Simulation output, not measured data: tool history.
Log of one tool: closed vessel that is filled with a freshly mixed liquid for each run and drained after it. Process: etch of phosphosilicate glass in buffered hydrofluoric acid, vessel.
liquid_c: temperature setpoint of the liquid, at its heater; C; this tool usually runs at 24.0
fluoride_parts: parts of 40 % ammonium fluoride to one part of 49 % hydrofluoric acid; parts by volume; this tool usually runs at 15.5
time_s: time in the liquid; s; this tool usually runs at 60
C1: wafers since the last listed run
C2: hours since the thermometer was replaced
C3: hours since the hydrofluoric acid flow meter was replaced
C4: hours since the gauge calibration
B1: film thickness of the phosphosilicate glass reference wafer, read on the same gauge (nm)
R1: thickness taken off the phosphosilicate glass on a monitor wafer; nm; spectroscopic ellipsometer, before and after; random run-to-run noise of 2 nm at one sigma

{"run": 1, "hour": 0.0, "liquid_c": 27.5, "fluoride_parts": 15.5, "time_s": 60, "C1": 0, "C2": 1474.4, "C3": 1471.4, "C4": 1132.4, "B1": 123.05, "R1": 438.75}
{"run": 2, "hour": 23.8, "liquid_c": 24.0, "fluoride_parts": 15.5, "time_s": 60, "C1": 2829, "C2": 1498.2, "C3": 1495.2, "C4": 1156.2, "B1": 123.0, "R1": 364.01}
{"run": 3, "hour": 38.6, "liquid_c": 24.0, "fluoride_parts": 15.5, "time_s": 60, "C1": 1759, "C2": 1513.0, "C3": 1510.0, "C4": 1171.0, "B1": 122.97, "R1": 366.89}
{"run": 4, "hour": 71.8, "liquid_c": 24.0, "fluoride_parts": 15.5, "time_s": 80, "C1": 3946, "C2": 1546.2, "C3": 1543.2, "C4": 1204.2, "B1": 122.95, "R1": 487.49}
{"run": 5, "hour": 84.5, "liquid_c": 22.5, "fluoride_parts": 15.5, "time_s": 60, "C1": 1509, "C2": 1558.9, "C3": 1555.9, "C4": 1216.9, "B1": 122.96, "R1": 337.04}
{"hour": 85.9, "done": "thermometer replaced"}
{"run": 6, "hour": 110.0, "liquid_c": 22.5, "fluoride_parts": 15.5, "time_s": 60, "C1": 2912, "C2": 24.1, "C3": 1581.4, "C4": 1242.4, "B1": 122.91, "R1": 337.82}
{"run": 7, "hour": 125.4, "liquid_c": 22.5, "fluoride_parts": 15.5, "time_s": 60, "C1": 1830, "C2": 39.5, "C3": 1596.8, "C4": 1257.8, "B1": 122.9, "R1": 336.3}
{"run": 8, "hour": 143.0, "liquid_c": 24.0, "fluoride_parts": 15.5, "time_s": 60, "C1": 2092, "C2": 57.1, "C3": 1614.4, "C4": 1275.4, "B1": 122.89, "R1": 365.9}
{"run": 9, "hour": 176.7, "liquid_c": 24.0, "fluoride_parts": 15.5, "time_s": 35, "C1": 4006, "C2": 90.8, "C3": 1648.1, "C4": 1309.1, "B1": 122.89, "R1": 212.95}
{"run": 10, "hour": 190.3, "liquid_c": 24.0, "fluoride_parts": 15.5, "time_s": 60, "C1": 1616, "C2": 104.4, "C3": 1661.7, "C4": 1322.7, "B1": 122.86, "R1": 367.49}
{"run": 11, "hour": 216.2, "liquid_c": 26.5, "fluoride_parts": 19.5, "time_s": 60, "C1": 3078, "C2": 130.3, "C3": 1687.6, "C4": 1348.6, "B1": 122.82, "R1": 335.15}
{"run": 12, "hour": 243.8, "liquid_c": 24.0, "fluoride_parts": 18.0, "time_s": 60, "C1": 3280, "C2": 157.9, "C3": 1715.2, "C4": 1376.2, "B1": 122.81, "R1": 318.11}
{"run": 13, "hour": 257.9, "liquid_c": 24.0, "fluoride_parts": 15.5, "time_s": 80, "C1": 1676, "C2": 172.0, "C3": 1729.3, "C4": 1390.3, "B1": 122.81, "R1": 490.85}
{"run": 14, "hour": 270.1, "liquid_c": 19.5, "fluoride_parts": 10.0, "time_s": 85, "C1": 1450, "C2": 184.2, "C3": 1741.5, "C4": 1402.5, "B1": 122.77, "R1": 616.75}
{"hour": 287.6, "done": "gauge calibrated"}
{"run": 15, "hour": 327.0, "liquid_c": 24.0, "fluoride_parts": 15.5, "time_s": 70, "C1": 6764, "C2": 241.1, "C3": 1798.4, "C4": 39.4, "B1": 129.92, "R1": 450.04}
{"run": 16, "hour": 360.7, "liquid_c": 24.0, "fluoride_parts": 15.5, "time_s": 60, "C1": 4006, "C2": 274.8, "C3": 1832.1, "C4": 73.1, "B1": 129.5, "R1": 386.27}
{"run": 17, "hour": 389.0, "liquid_c": 24.0, "fluoride_parts": 15.5, "time_s": 60, "C1": 3364, "C2": 303.1, "C3": 1860.4, "C4": 101.4, "B1": 129.11, "R1": 381.62}
{"run": 18, "hour": 407.5, "liquid_c": 24.0, "fluoride_parts": 15.5, "time_s": 60, "C1": 2199, "C2": 321.6, "C3": 1878.9, "C4": 119.9, "B1": 128.9, "R1": 381.86}
{"run": 19, "hour": 425.8, "liquid_c": 26.5, "fluoride_parts": 12.0, "time_s": 45, "C1": 2175, "C2": 339.9, "C3": 1897.2, "C4": 138.2, "B1": 128.68, "R1": 424.87}
{"hour": 451.2, "done": "hydrofluoric acid flow meter replaced"}
{"run": 20, "hour": 460.8, "liquid_c": 24.0, "fluoride_parts": 15.5, "time_s": 50, "C1": 4041, "C2": 374.9, "C3": 9.6, "C4": 173.2, "B1": 128.32, "R1": 317.52}
{"run": 21, "hour": 475.0, "liquid_c": 27.0, "fluoride_parts": 17.5, "time_s": 60, "C1": 1688, "C2": 389.1, "C3": 23.8, "C4": 187.4, "B1": 128.2, "R1": 399.94}
{"run": 22, "hour": 499.6, "liquid_c": 22.5, "fluoride_parts": 15.5, "time_s": 95, "C1": 2924, "C2": 413.7, "C3": 48.4, "C4": 212.0, "B1": 127.95, "R1": 553.46}
{"run": 23, "hour": 517.8, "liquid_c": 26.0, "fluoride_parts": 15.5, "time_s": 30, "C1": 2163, "C2": 431.9, "C3": 66.6, "C4": 230.2, "B1": 127.78, "R1": 211.16}
{"run": 24, "hour": 551.6, "liquid_c": 24.0, "fluoride_parts": 20.0, "time_s": 35, "C1": 4018, "C2": 465.7, "C3": 100.4, "C4": 264.0, "B1": 127.49, "R1": 173.86}
{"run": 25, "hour": 635.8, "liquid_c": 19.5, "fluoride_parts": 15.5, "time_s": 95, "C1": 10009, "C2": 549.9, "C3": 184.6, "C4": 348.2, "B1": 126.87, "R1": 464.26}
{"run": 26, "hour": 649.3, "liquid_c": 20.5, "fluoride_parts": 15.5, "time_s": 60, "C1": 1604, "C2": 563.4, "C3": 198.1, "C4": 361.7, "B1": 126.76, "R1": 313.42}
{"run": 27, "hour": 671.7, "liquid_c": 24.0, "fluoride_parts": 15.5, "time_s": 60, "C1": 2662, "C2": 585.8, "C3": 220.5, "C4": 384.1, "B1": 126.6, "R1": 377.07}
{"run": 28, "hour": 702.6, "liquid_c": 24.0, "fluoride_parts": 19.0, "time_s": 60, "C1": 3673, "C2": 616.7, "C3": 251.4, "C4": 415.0, "B1": 126.44, "R1": 307.81}
{"run": 29, "hour": 733.2, "liquid_c": 24.0, "fluoride_parts": 15.5, "time_s": 60, "C1": 3637, "C2": 647.3, "C3": 282.0, "C4": 445.6, "B1": 126.24, "R1": 373.51}
{"run": 30, "hour": 760.8, "liquid_c": 24.0, "fluoride_parts": 13.5, "time_s": 60, "C1": 3280, "C2": 674.9, "C3": 309.6, "C4": 473.2, "B1": 126.1, "R1": 428.34}
{"run": 31, "hour": 774.1, "liquid_c": 24.0, "fluoride_parts": 15.5, "time_s": 60, "C1": 1581, "C2": 688.2, "C3": 322.9, "C4": 486.5, "B1": 126.05, "R1": 376.62}
{"run": 32, "hour": 790.9, "liquid_c": 26.0, "fluoride_parts": 13.5, "time_s": 75, "C1": 1997, "C2": 705.0, "C3": 339.7, "C4": 503.3, "B1": 125.96, "R1": 595.65}
{"run": 33, "hour": 813.5, "liquid_c": 24.0, "fluoride_parts": 15.5, "time_s": 60, "C1": 2686, "C2": 727.6, "C3": 362.3, "C4": 525.9, "B1": 125.84, "R1": 375.47}

Alternative continuations, all from the tool just after run 33; predict every row:
{"run": "A", "hour": 814.2, "liquid_c": 19.5, "fluoride_parts": 15.5, "time_s": 60, "C1": 83, "C2": 728.3, "C3": 363.0, "C4": 526.6, "B1": "?", "R1": "?"}
{"run": "B", "hour": 814.2, "liquid_c": 24.0, "fluoride_parts": 18.0, "time_s": 30, "C1": 83, "C2": 728.3, "C3": 363.0, "C4": 526.6, "B1": "?", "R1": "?"}
{"run": "C", "hour": 814.2, "liquid_c": 24.0, "fluoride_parts": 11.0, "time_s": 60, "C1": 83, "C2": 728.3, "C3": 363.0, "C4": 526.6, "B1": "?", "R1": "?"}

run=A B1=125.81 R1=293.40
run=B B1=125.81 R1=162.50
run=C B1=125.81 R1=526.83
Take away the tool's hidden state, keep each run's random variation, and the runs would have read:
run=A R1=303.09
run=B R1=167.87
run=C R1=544.24
